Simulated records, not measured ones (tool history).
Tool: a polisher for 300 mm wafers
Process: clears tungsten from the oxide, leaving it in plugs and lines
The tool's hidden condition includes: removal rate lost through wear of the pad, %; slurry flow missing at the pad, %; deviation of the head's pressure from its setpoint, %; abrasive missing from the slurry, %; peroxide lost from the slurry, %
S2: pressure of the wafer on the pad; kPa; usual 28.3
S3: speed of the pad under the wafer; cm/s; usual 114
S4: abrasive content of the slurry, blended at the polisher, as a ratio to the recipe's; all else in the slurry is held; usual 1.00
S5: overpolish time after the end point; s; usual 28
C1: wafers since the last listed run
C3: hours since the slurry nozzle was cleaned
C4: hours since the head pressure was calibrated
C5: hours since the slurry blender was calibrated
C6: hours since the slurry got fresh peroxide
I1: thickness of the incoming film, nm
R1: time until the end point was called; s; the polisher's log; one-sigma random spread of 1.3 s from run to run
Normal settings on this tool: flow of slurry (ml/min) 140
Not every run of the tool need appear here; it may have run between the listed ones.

Run 1, hour 0.0: usual settings but S4 0.80; C1 0; wafers polished on this pad 1222; C3 708.4; C4 282.3; C5 151.7; C6 9.3; I1 543.1. Result: R1 88.2 s.
At hour 17.4: worn pad replaced by a new one.
Run 2, hour 29.7: usual settings but S4 0.80; C1 155; wafers polished on this pad 74; C3 738.1; C4 312.0; C5 181.4; C6 39.0; I1 553.2. Result: R1 88.6 s.
Run 3, hour 69.2: usual settings but S4 0.80; C1 239; wafers polished on this pad 313; C3 777.6; C4 351.5; C5 220.9; C6 78.5; I1 546.1. Result: R1 86.6 s.
At hour 96.1: slurry tank refilled with fresh slurry and peroxide.
Run 4, hour 96.6: usual settings but flow of slurry (ml/min) 160, S4 0.75; C1 160; wafers polished on this pad 473; C3 805.0; C4 378.9; C5 248.3; C6 0.5; I1 545.6. Result: R1 85.6 s.
Run 5, hour 122.6: usual settings but flow of slurry (ml/min) 105; C1 157; wafers polished on this pad 631; C3 831.0; C4 404.9; C5 274.3; C6 26.5; I1 548.1. Result: R1 86.7 s.
Run 6, hour 155.2: usual settings but flow of slurry (ml/min) 105; C1 197; wafers polished on this pad 829; C3 863.6; C4 437.5; C5 306.9; C6 59.1; I1 546.8. Result: R1 83.3 s.
Run 7, hour 205.8: usual settings but S5 15 s; C1 306; wafers polished on this pad 1135; C3 914.2; C4 488.1; C5 357.5; C6 109.7; I1 547.2. Result: R1 76.4 s.
At hour 211.8: slurry tank refilled with fresh slurry and peroxide.
At hour 216.8: head pressure recalibrated.
At hour 220.4: slurry blender recalibrated.
At hour 229.1: worn pad replaced by a new one.
Run 8, hour 258.4: usual settings; C1 264; wafers polished on this pad 177; C3 966.8; C4 41.6; C5 38.0; C6 46.6; I1 545.8. Result: R1 87.3 s.
At hour 274.9: slurry nozzle cleaned.
Run 9, hour 290.9: usual settings but S4 0.80; C1 190; wafers polished on this pad 368; C3 16.0; C4 74.1; C5 70.5; C6 79.1; I1 546.8. Result: R1 92.0 s.
At hour 343.1: slurry tank refilled with fresh slurry and peroxide.
Run 10, hour 362.5: usual settings but flow of slurry (ml/min) 170, S5 23 s; C1 428; wafers polished on this pad 796; C3 87.6; C4 145.7; C5 142.1; C6 19.4; I1 546.0. Result: R1 83.0 s.
Run 11, hour 420.9: usual settings but flow of slurry (ml/min) 180, S3 140 cm/s, S4 0.80, S5 13 s; C1 354; wafers polished on this pad 1150; C3 146.0; C4 204.1; C5 200.5; C6 77.8; I1 543.7. Result: R1 69.8 s.
At hour 451.8: slurry tank refilled with fresh slurry and peroxide.
Run 12, hour 458.2: usual settings but S5 40 s; C1 220; wafers polished on this pad 1370; C3 183.3; C4 241.4; C5 237.8; C6 6.4; I1 550.3. Result: R1 84.4 s.
At hour 470.9: worn pad replaced by a new one.
Run 13, hour 514.6: usual settings but S5 23 s; C1 317; wafers polished on this pad 264; C3 239.7; C4 297.8; C5 294.2; C6 62.8; I1 544.9. Result: R1 82.2 s.
Run 14, hour 551.4: usual settings but S5 36 s; C1 223; wafers polished on this pad 487; C3 276.5; C4 334.6; C5 331.0; C6 99.6; I1 539.6. Result: R1 80.7 s.
At hour 581.2: slurry tank refilled with fresh slurry and peroxide.
Run 15, hour 603.7: usual settings but S2 35.2 kPa, S3 100 cm/s; C1 311; wafers polished on this pad 798; C3 328.8; C4 386.9; C5 383.3; C6 22.5; I1 546.3. Result: R1 72.2 s.

4 ways to go on from here, each from the tool as it stands after run 15. What would each give?
Run A, hour 604.2: usual settings but S5 43 s; C1 3; wafers polished on this pad 801; C3 329.3; C4 387.4; C5 383.8; C6 23.0; I1 547.1. Result: R1 ?.
Run B, hour 604.2: usual settings but S2 24.1 kPa, S4 0.90; C1 3; wafers polished on this pad 801; C3 329.3; C4 387.4; C5 383.8; C6 23.0; I1 547.1. Result: R1 ?.
Run C, hour 604.2: usual settings but S2 22.8 kPa, S3 132 cm/s, S4 0.90; C1 3; wafers polished on this pad 801; C3 329.3; C4 387.4; C5 383.8; C6 23.0; I1 547.1. Result: R1 ?.
Run D, hour 604.2: usual settings but flow of slurry (ml/min) 180, S2 20.0 kPa, S3 142 cm/s, S5 38 s; C1 3; wafers polished on this pad 801; C3 329.3; C4 387.4; C5 383.8; C6 23.0; I1 547.1. Result: R1 ?.

run    R1
  A  77.8
  B  94.4
  C  86.5
  D  84.5
What these runs would have given with no unlogged condition in the tool:
run     R1
  A   84.2
  B  102.1
  C   93.5
  D   91.4
